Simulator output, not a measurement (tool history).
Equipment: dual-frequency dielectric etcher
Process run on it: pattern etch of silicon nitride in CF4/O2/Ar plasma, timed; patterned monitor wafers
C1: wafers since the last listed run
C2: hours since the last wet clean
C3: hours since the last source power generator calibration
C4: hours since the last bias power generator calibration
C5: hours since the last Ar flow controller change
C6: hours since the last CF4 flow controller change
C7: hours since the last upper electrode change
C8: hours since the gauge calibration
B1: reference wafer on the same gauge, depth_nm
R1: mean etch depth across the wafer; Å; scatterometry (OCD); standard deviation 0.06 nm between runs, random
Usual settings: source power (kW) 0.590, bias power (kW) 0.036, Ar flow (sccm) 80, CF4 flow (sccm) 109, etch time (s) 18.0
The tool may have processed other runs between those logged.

{"run": 1, "day": 0.0, "source power (kW)": 0.59, "bias power (kW)": 0.036, "Ar flow (sccm)": 80, "CF4 flow (sccm)": 109, "etch time (s)": 18.0, "C1": 0, "C2": 351.4, "C3": 71.5, "C4": 4359.7, "C5": 2034.5, "C6": 26.7, "C7": 0.5, "C8": 200.4, "B1": 43.79, "R1": 393.9}
{"run": 2, "day": 0.012, "source power (kW)": 0.59, "bias power (kW)": 0.036, "Ar flow (sccm)": 80, "CF4 flow (sccm)": 109, "etch time (s)": 18.0, "C1": 3, "C2": 351.7, "C3": 71.8, "C4": 4360.0, "C5": 2034.8, "C6": 27.0, "C7": 0.8, "C8": 200.7, "B1": 43.81, "R1": 393.9}
{"day": 0.983, "done": "Ar flow controller replaced"}
{"day": 1.038, "done": "wet clean of the chamber"}
{"run": 3, "day": 1.058, "source power (kW)": 0.5, "bias power (kW)": 0.036, "Ar flow (sccm)": 80, "CF4 flow (sccm)": 128, "etch time (s)": 18.0, "C1": 183, "C2": 0.5, "C3": 96.9, "C4": 4385.1, "C5": 1.8, "C6": 52.1, "C7": 25.9, "C8": 225.8, "B1": 43.79, "R1": 351.4}
{"day": 1.096, "done": "gauge calibrated"}
{"run": 4, "day": 1.233, "source power (kW)": 0.59, "bias power (kW)": 0.036, "Ar flow (sccm)": 80, "CF4 flow (sccm)": 109, "etch time (s)": 18.0, "C1": 43, "C2": 4.7, "C3": 101.1, "C4": 4389.3, "C5": 6.0, "C6": 56.3, "C7": 30.1, "C8": 3.3, "B1": 43.82, "R1": 395.9}
{"run": 5, "day": 1.717, "source power (kW)": 0.59, "bias power (kW)": 0.033, "Ar flow (sccm)": 80, "CF4 flow (sccm)": 109, "etch time (s)": 18.0, "C1": 119, "C2": 16.3, "C3": 112.7, "C4": 4400.9, "C5": 17.6, "C6": 67.9, "C7": 41.7, "C8": 14.9, "B1": 43.82, "R1": 383.2}
{"run": 6, "day": 2.392, "source power (kW)": 0.59, "bias power (kW)": 0.036, "Ar flow (sccm)": 80, "CF4 flow (sccm)": 109, "etch time (s)": 18.0, "C1": 166, "C2": 32.5, "C3": 128.9, "C4": 4417.1, "C5": 33.8, "C6": 84.1, "C7": 57.9, "C8": 31.1, "B1": 43.84, "R1": 397.3}
{"run": 7, "day": 3.125, "source power (kW)": 0.59, "bias power (kW)": 0.044, "Ar flow (sccm)": 80, "CF4 flow (sccm)": 109, "etch time (s)": 18.0, "C1": 180, "C2": 50.1, "C3": 146.5, "C4": 4434.7, "C5": 51.4, "C6": 101.7, "C7": 75.5, "C8": 48.7, "B1": 43.79, "R1": 430.2}
{"run": 8, "day": 3.483, "source power (kW)": 0.59, "bias power (kW)": 0.036, "Ar flow (sccm)": 80, "CF4 flow (sccm)": 103, "etch time (s)": 18.0, "C1": 88, "C2": 58.7, "C3": 155.1, "C4": 4443.3, "C5": 60.0, "C6": 110.3, "C7": 84.1, "C8": 57.3, "B1": 43.78, "R1": 393.6}
{"run": 9, "day": 3.996, "source power (kW)": 0.59, "bias power (kW)": 0.036, "Ar flow (sccm)": 80, "CF4 flow (sccm)": 109, "etch time (s)": 18.0, "C1": 126, "C2": 71.0, "C3": 167.4, "C4": 4455.6, "C5": 72.3, "C6": 122.6, "C7": 96.4, "C8": 69.6, "B1": 43.77, "R1": 396.0}
{"run": 10, "day": 4.438, "source power (kW)": 0.59, "bias power (kW)": 0.042, "Ar flow (sccm)": 89, "CF4 flow (sccm)": 127, "etch time (s)": 19.5, "C1": 108, "C2": 81.6, "C3": 178.0, "C4": 4466.2, "C5": 82.9, "C6": 133.2, "C7": 107.0, "C8": 80.2, "B1": 43.8, "R1": 461.5}
{"run": 11, "day": 5.021, "source power (kW)": 0.59, "bias power (kW)": 0.036, "Ar flow (sccm)": 80, "CF4 flow (sccm)": 109, "etch time (s)": 18.0, "C1": 143, "C2": 95.6, "C3": 192.0, "C4": 4480.2, "C5": 96.9, "C6": 147.2, "C7": 121.0, "C8": 94.2, "B1": 43.78, "R1": 397.0}
{"day": 5.758, "done": "bias power generator calibrated"}
{"run": 12, "day": 5.779, "source power (kW)": 0.69, "bias power (kW)": 0.033, "Ar flow (sccm)": 80, "CF4 flow (sccm)": 126, "etch time (s)": 21.5, "C1": 145, "C2": 113.8, "C3": 210.2, "C4": 0.5, "C5": 115.1, "C6": 165.4, "C7": 139.2, "C8": 112.4, "B1": 43.82, "R1": 533.1}
{"run": 13, "day": 7.154, "source power (kW)": 0.59, "bias power (kW)": 0.032, "Ar flow (sccm)": 80, "CF4 flow (sccm)": 89, "etch time (s)": 18.0, "C1": 338, "C2": 146.8, "C3": 243.2, "C4": 33.5, "C5": 148.1, "C6": 198.4, "C7": 172.2, "C8": 145.4, "B1": 43.8, "R1": 366.7}
{"run": 14, "day": 7.517, "source power (kW)": 0.59, "bias power (kW)": 0.045, "Ar flow (sccm)": 80, "CF4 flow (sccm)": 109, "etch time (s)": 18.0, "C1": 89, "C2": 155.5, "C3": 251.9, "C4": 42.2, "C5": 156.8, "C6": 207.1, "C7": 180.9, "C8": 154.1, "B1": 43.82, "R1": 435.2}
{"run": 15, "day": 8.329, "source power (kW)": 0.74, "bias power (kW)": 0.036, "Ar flow (sccm)": 80, "CF4 flow (sccm)": 131, "etch time (s)": 18.0, "C1": 200, "C2": 175.0, "C3": 271.4, "C4": 61.7, "C5": 176.3, "C6": 226.6, "C7": 200.4, "C8": 173.6, "B1": 43.82, "R1": 492.1}
{"run": 16, "day": 8.746, "source power (kW)": 0.59, "bias power (kW)": 0.032, "Ar flow (sccm)": 80, "CF4 flow (sccm)": 109, "etch time (s)": 18.0, "C1": 102, "C2": 185.0, "C3": 281.4, "C4": 71.7, "C5": 186.3, "C6": 236.6, "C7": 210.4, "C8": 183.6, "B1": 43.78, "R1": 377.3}
{"run": 17, "day": 9.346, "source power (kW)": 0.59, "bias power (kW)": 0.03, "Ar flow (sccm)": 80, "CF4 flow (sccm)": 109, "etch time (s)": 18.0, "C1": 147, "C2": 199.4, "C3": 295.8, "C4": 86.1, "C5": 200.7, "C6": 251.0, "C7": 224.8, "C8": 198.0, "B1": 43.81, "R1": 367.4}
{"run": 18, "day": 9.775, "source power (kW)": 0.59, "bias power (kW)": 0.036, "Ar flow (sccm)": 80, "CF4 flow (sccm)": 130, "etch time (s)": 18.0, "C1": 105, "C2": 209.7, "C3": 306.1, "C4": 96.4, "C5": 211.0, "C6": 261.3, "C7": 235.1, "C8": 208.3, "B1": 43.79, "R1": 405.3}
{"run": 19, "day": 10.262, "source power (kW)": 0.59, "bias power (kW)": 0.036, "Ar flow (sccm)": 80, "CF4 flow (sccm)": 109, "etch time (s)": 18.0, "C1": 120, "C2": 221.4, "C3": 317.8, "C4": 108.1, "C5": 222.7, "C6": 273.0, "C7": 246.8, "C8": 220.0, "B1": 43.77, "R1": 395.5}

The next listed run, before its measurement:
{"run": 20, "day": 10.942, "source power (kW)": 0.54, "bias power (kW)": 0.036, "Ar flow (sccm)": 80, "CF4 flow (sccm)": 109, "etch time (s)": 16.5, "C1": 167, "C2": 237.7, "C3": 334.1, "C4": 124.4, "C5": 239.0, "C6": 289.3, "C7": 263.1, "C8": 236.3, "B1": "?", "R1": "?"}

{"run 20": {"B1": 43.8, "R1": 335.8}}
Without the tool's hidden state the same run would have given R1 337.5 Å.

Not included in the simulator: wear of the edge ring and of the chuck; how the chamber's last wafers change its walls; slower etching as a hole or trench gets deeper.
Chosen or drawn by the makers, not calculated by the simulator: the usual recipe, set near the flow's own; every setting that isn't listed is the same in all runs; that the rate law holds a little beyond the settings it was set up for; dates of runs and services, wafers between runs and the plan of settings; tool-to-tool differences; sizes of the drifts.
